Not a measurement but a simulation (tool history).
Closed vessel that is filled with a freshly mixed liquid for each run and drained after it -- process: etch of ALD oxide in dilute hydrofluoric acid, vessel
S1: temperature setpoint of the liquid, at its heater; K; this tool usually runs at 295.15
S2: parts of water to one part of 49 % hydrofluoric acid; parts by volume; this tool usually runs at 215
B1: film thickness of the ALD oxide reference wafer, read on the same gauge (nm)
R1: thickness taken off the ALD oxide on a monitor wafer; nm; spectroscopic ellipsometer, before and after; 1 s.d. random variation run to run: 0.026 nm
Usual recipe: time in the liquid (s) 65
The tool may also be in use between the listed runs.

Run 1, hour 0.0: usual settings; B1 90.040. Result: R1 4.055 nm.
Run 2, hour 47.3: usual settings; B1 90.017. Result: R1 4.039 nm.
Run 3, hour 92.2: usual settings; B1 90.028. Result: R1 4.007 nm.
Run 4, hour 134.1: usual settings but time in the liquid (s) 85; B1 90.003. Result: R1 5.316 nm.
Run 5, hour 217.9: usual settings but time in the liquid (s) 85; B1 89.991. Result: R1 5.380 nm.
Run 6, hour 313.3: usual settings but time in the liquid (s) 55; B1 89.979. Result: R1 3.446 nm.
Run 7, hour 350.3: usual settings but time in the liquid (s) 55; B1 90.031. Result: R1 3.448 nm.
Run 8, hour 452.6: usual settings but time in the liquid (s) 55; B1 90.013. Result: R1 3.412 nm.
Run 9, hour 553.8: usual settings; B1 89.981. Result: R1 4.012 nm.
Run 10, hour 604.5: usual settings; B1 89.979. Result: R1 4.013 nm.
Run 11, hour 711.7: usual settings; B1 90.001. Result: R1 4.050 nm.
Run 12, hour 785.5: usual settings but S1 297.15 K; B1 90.035. Result: R1 4.350 nm.
Run 13, hour 865.0: usual settings but S1 297.15 K; B1 90.026. Result: R1 4.329 nm.
Run 14, hour 926.0: usual settings but S1 297.15 K; B1 89.967. Result: R1 4.285 nm.
Run 15, hour 999.1: usual settings but S1 296.65 K, time in the liquid (s) 75; B1 89.986. Result: R1 4.839 nm.
Run 16, hour 1210.0: usual settings but S1 293.15 K, time in the liquid (s) 45; B1 89.984. Result: R1 2.553 nm.
Run 17, hour 1289.1: usual settings but S1 297.15 K; B1 89.984. Result: R1 4.292 nm.
Run 18, hour 1354.4: usual settings but S1 300.15 K, time in the liquid (s) 45; B1 90.025. Result: R1 3.336 nm.
Run 19, hour 1406.3: usual settings; B1 89.993. Result: R1 4.130 nm.
Run 20, hour 1447.1: usual settings but S1 297.65 K; B1 89.997. Result: R1 4.493 nm.
Run 21, hour 1525.3: usual settings but S1 299.15 K, S2 170 parts by volume, time in the liquid (s) 35; B1 90.014. Result: R1 3.421 nm.
Run 22, hour 1575.9: usual settings but S2 115 parts by volume, time in the liquid (s) 75; B1 90.040. Result: R1 9.844 nm.
Run 23, hour 1633.4: usual settings but S1 299.15 K; B1 90.005. Result: R1 4.774 nm.
Run 24, hour 1677.5: usual settings but time in the liquid (s) 40; B1 89.948. Result: R1 2.505 nm.
Run 25, hour 1745.5: usual settings but S1 293.15 K, time in the liquid (s) 35; B1 90.022. Result: R1 2.026 nm.
Run 26, hour 1811.0: usual settings but S1 292.65 K, S2 270 parts by volume, time in the liquid (s) 105; B1 90.006. Result: R1 4.543 nm.
Run 27, hour 2051.7: usual settings but S2 175 parts by volume; B1 89.981. Result: R1 5.208 nm.
Run 28, hour 2106.6: usual settings; B1 89.953. Result: R1 4.059 nm.
Run 29, hour 2175.4: usual settings but S1 291.65 K, S2 165 parts by volume; B1 89.964. Result: R1 4.857 nm.
Run 30, hour 2273.7: usual settings but S1 291.65 K, S2 185 parts by volume, time in the liquid (s) 50; B1 89.959. Result: R1 3.277 nm.
Run 31, hour 2378.3: usual settings but S1 293.65 K, S2 275 parts by volume, time in the liquid (s) 85; B1 90.011. Result: R1 3.698 nm.

Not shown: 4 entries that the log had between the listed runs. Between which runs, and how does the tool's hidden state differ before and after?
Runs 12 to 13: thermometer replaced (hour 852.8)
  hydrofluoric acid flow below the setpoint (%): 1.97 -> 2.07
  measured result minus the result with no hidden state, R1: -0.107 -> -0.113 nm
Runs 18 to 19: hydrofluoric acid flow meter replaced (hour 1382.0)
  hydrofluoric acid flow below the setpoint (%): 2.75 -> 0.167
  measured result minus the result with no hidden state, R1: -0.118 -> -0.009 nm
Runs 24 to 25: thermometer replaced (hour 1719.4); gauge calibrated (hour 1732.7)
  hydrofluoric acid flow below the setpoint (%): 0.54 -> 0.634
  measured result minus the result with no hidden state, R1: -0.017 -> -0.016 nm
